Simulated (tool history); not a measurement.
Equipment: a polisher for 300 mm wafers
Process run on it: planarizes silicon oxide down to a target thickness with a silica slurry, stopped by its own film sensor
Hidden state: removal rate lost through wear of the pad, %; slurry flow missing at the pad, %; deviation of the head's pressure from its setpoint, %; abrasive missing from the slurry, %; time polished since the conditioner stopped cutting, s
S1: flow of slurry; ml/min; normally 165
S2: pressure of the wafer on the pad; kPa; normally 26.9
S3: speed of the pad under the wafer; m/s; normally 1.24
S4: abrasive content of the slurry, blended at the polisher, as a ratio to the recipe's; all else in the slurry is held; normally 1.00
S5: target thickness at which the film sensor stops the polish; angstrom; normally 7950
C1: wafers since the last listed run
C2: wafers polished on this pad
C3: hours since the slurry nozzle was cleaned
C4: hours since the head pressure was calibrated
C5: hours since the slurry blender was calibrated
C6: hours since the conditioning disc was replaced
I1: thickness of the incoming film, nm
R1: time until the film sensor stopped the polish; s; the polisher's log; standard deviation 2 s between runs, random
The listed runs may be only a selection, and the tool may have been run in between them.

| run | hour | S1 | S2 | S3 | S4 | S5 | C1 | C2 | C3 | C4 | C5 | C6 | I1 | R1 |
|---|---|---|---|---|---|---|---|---|---|---|---|---|---|---|
| 1 | 0.0 | 165 | 26.9 | 1.24 | 1.00 | 7950 | 0 | 2685 | 533.0 | 652.9 | 227.7 | 332.6 | 1223.1 | 175.1 |
|  | 23.0 | worn pad replaced by a new one |
|  | 25.1 | conditioning disc replaced and pad reconditioned |
| 2 | 33.8 | 165 | 26.9 | 1.24 | 1.00 | 7950 | 262 | 82 | 566.8 | 686.7 | 261.5 | 8.7 | 1241.5 | 168.4 |
|  | 60.5 | slurry blender recalibrated |
| 3 | 84.1 | 130 | 26.9 | 1.24 | 1.00 | 7950 | 456 | 539 | 617.1 | 737.0 | 23.6 | 59.0 | 1222.6 | 172.6 |
|  | 105.8 | head pressure recalibrated |
| 4 | 121.5 | 130 | 26.9 | 1.24 | 1.00 | 7950 | 334 | 874 | 654.5 | 15.7 | 61.0 | 96.4 | 1215.0 | 160.5 |
| 5 | 182.6 | 130 | 26.9 | 1.24 | 1.00 | 7950 | 577 | 1451 | 715.6 | 76.8 | 122.1 | 157.5 | 1209.7 | 158.7 |
|  | 184.9 | slurry nozzle cleaned |
| 6 | 233.3 | 165 | 26.9 | 1.24 | 0.80 | 7950 | 469 | 1921 | 48.4 | 127.5 | 172.8 | 208.2 | 1233.4 | 181.0 |
| 7 | 279.5 | 165 | 26.9 | 1.24 | 0.80 | 7950 | 436 | 2357 | 94.6 | 173.7 | 219.0 | 254.4 | 1220.2 | 172.4 |
|  | 309.7 | conditioning disc replaced and pad reconditioned |
| 8 | 331.9 | 165 | 26.9 | 1.24 | 1.00 | 7950 | 476 | 2834 | 147.0 | 226.1 | 271.4 | 22.2 | 1227.9 | 158.2 |
|  | 371.9 | worn pad replaced by a new one |
| 9 | 372.5 | 165 | 26.9 | 1.24 | 1.00 | 7950 | 345 | 5 | 187.6 | 266.7 | 312.0 | 62.8 | 1210.0 | 154.6 |
|  | 391.0 | slurry blender recalibrated |
| 10 | 401.0 | 165 | 33.8 | 1.24 | 1.00 | 7950 | 250 | 255 | 216.1 | 295.2 | 10.0 | 91.3 | 1227.2 | 136.1 |
| 11 | 434.9 | 165 | 26.9 | 0.84 | 1.00 | 7950 | 320 | 576 | 250.0 | 329.1 | 43.9 | 125.2 | 1214.0 | 212.2 |
| 12 | 503.9 | 120 | 34.5 | 1.24 | 1.00 | 7950 | 652 | 1228 | 319.0 | 398.1 | 112.9 | 194.2 | 1222.3 | 142.9 |
| 13 | 538.0 | 165 | 26.9 | 1.38 | 1.00 | 9350 | 322 | 1550 | 353.1 | 432.2 | 147.0 | 228.3 | 1229.1 | 103.8 |
| 14 | 593.5 | 165 | 26.9 | 1.24 | 0.90 | 7950 | 524 | 2075 | 408.6 | 487.7 | 202.5 | 283.8 | 1209.9 | 168.8 |
| 15 | 641.9 | 165 | 26.9 | 1.24 | 1.00 | 7950 | 457 | 2532 | 457.0 | 536.1 | 250.9 | 332.2 | 1208.3 | 160.2 |
|  | 653.5 | conditioning disc replaced and pad reconditioned |
|  | 688.5 | worn pad replaced by a new one |
| 16 | 709.5 | 130 | 26.9 | 1.24 | 1.00 | 7950 | 582 | 198 | 524.6 | 603.7 | 318.5 | 56.0 | 1233.5 | 170.1 |
|  | 721.8 | slurry blender recalibrated |
| 17 | 775.9 | 125 | 36.5 | 1.60 | 1.20 | 7950 | 608 | 806 | 591.0 | 670.1 | 54.1 | 122.4 | 1217.6 | 106.0 |
| 18 | 815.1 | 195 | 26.9 | 1.24 | 1.10 | 7490 | 370 | 1177 | 630.2 | 709.3 | 93.3 | 161.6 | 1232.4 | 180.6 |
|  | 832.1 | head pressure recalibrated |
| 19 | 844.9 | 125 | 21.4 | 1.64 | 1.20 | 7950 | 262 | 1440 | 660.0 | 12.8 | 123.1 | 191.4 | 1229.2 | 154.3 |
|  | 942.2 | slurry nozzle cleaned |
| 20 | 961.3 | 165 | 26.9 | 1.50 | 1.15 | 7950 | 1090 | 2530 | 19.1 | 129.2 | 239.5 | 307.8 | 1239.8 | 141.1 |
|  | 1011.4 | conditioning disc replaced and pad reconditioned |
|  | 1024.1 | worn pad replaced by a new one |
| 21 | 1024.8 | 165 | 26.9 | 1.24 | 1.00 | 8680 | 543 | 6 | 82.6 | 192.7 | 303.0 | 13.4 | 1246.1 | 133.0 |
| 22 | 1063.7 | 130 | 26.9 | 1.24 | 1.00 | 7950 | 367 | 373 | 121.5 | 231.6 | 341.9 | 52.3 | 1214.8 | 157.7 |
|  | 1090.1 | slurry blender recalibrated |
| 23 | 1190.5 | 165 | 26.9 | 1.24 | 1.00 | 7950 | 1179 | 1553 | 248.3 | 358.4 | 100.4 | 179.1 | 1235.2 | 166.8 |
| 24 | 1254.3 | 165 | 26.9 | 1.40 | 1.00 | 8870 | 602 | 2156 | 312.1 | 422.2 | 164.2 | 242.9 | 1225.3 | 120.1 |
| 25 | 1284.6 | 165 | 26.9 | 1.24 | 1.00 | 6980 | 286 | 2442 | 342.4 | 452.5 | 194.5 | 273.2 | 1203.6 | 198.5 |
|  | 1334.5 | conditioning disc replaced and pad reconditioned |
|  | 1375.9 | worn pad replaced by a new one |
|  | 1397.5 | slurry blender recalibrated |
| 26 | 1454.8 | 115 | 24.1 | 1.24 | 1.00 | 8370 | 1532 | 726 | 512.6 | 622.7 | 57.3 | 120.3 | 1227.0 | 173.8 |

3 options for the next run, each taken on its own from the tool as it stands now. Forecast them:
| A | 1455.3 | 165 | 26.9 | 1.38 | 1.00 | 7950 | 4 | 731 | 513.1 | 623.2 | 57.8 | 120.8 | 1235.8 | ? |
| B | 1455.3 | 165 | 22.8 | 0.90 | 0.90 | 7950 | 4 | 731 | 513.1 | 623.2 | 57.8 | 120.8 | 1235.8 | ? |
| C | 1455.3 | 165 | 26.9 | 0.90 | 0.90 | 8360 | 4 | 731 | 513.1 | 623.2 | 57.8 | 120.8 | 1235.8 | ? |

| run | R1 |
|---|---|
| A | 159.4 |
| B | 258.4 |
| C | 206.5 |
With no hidden state in the tool, these same runs would have given:
| run | R1 |
|---|---|
| A | 137.2 |
| B | 228.8 |
| C | 181.8 |
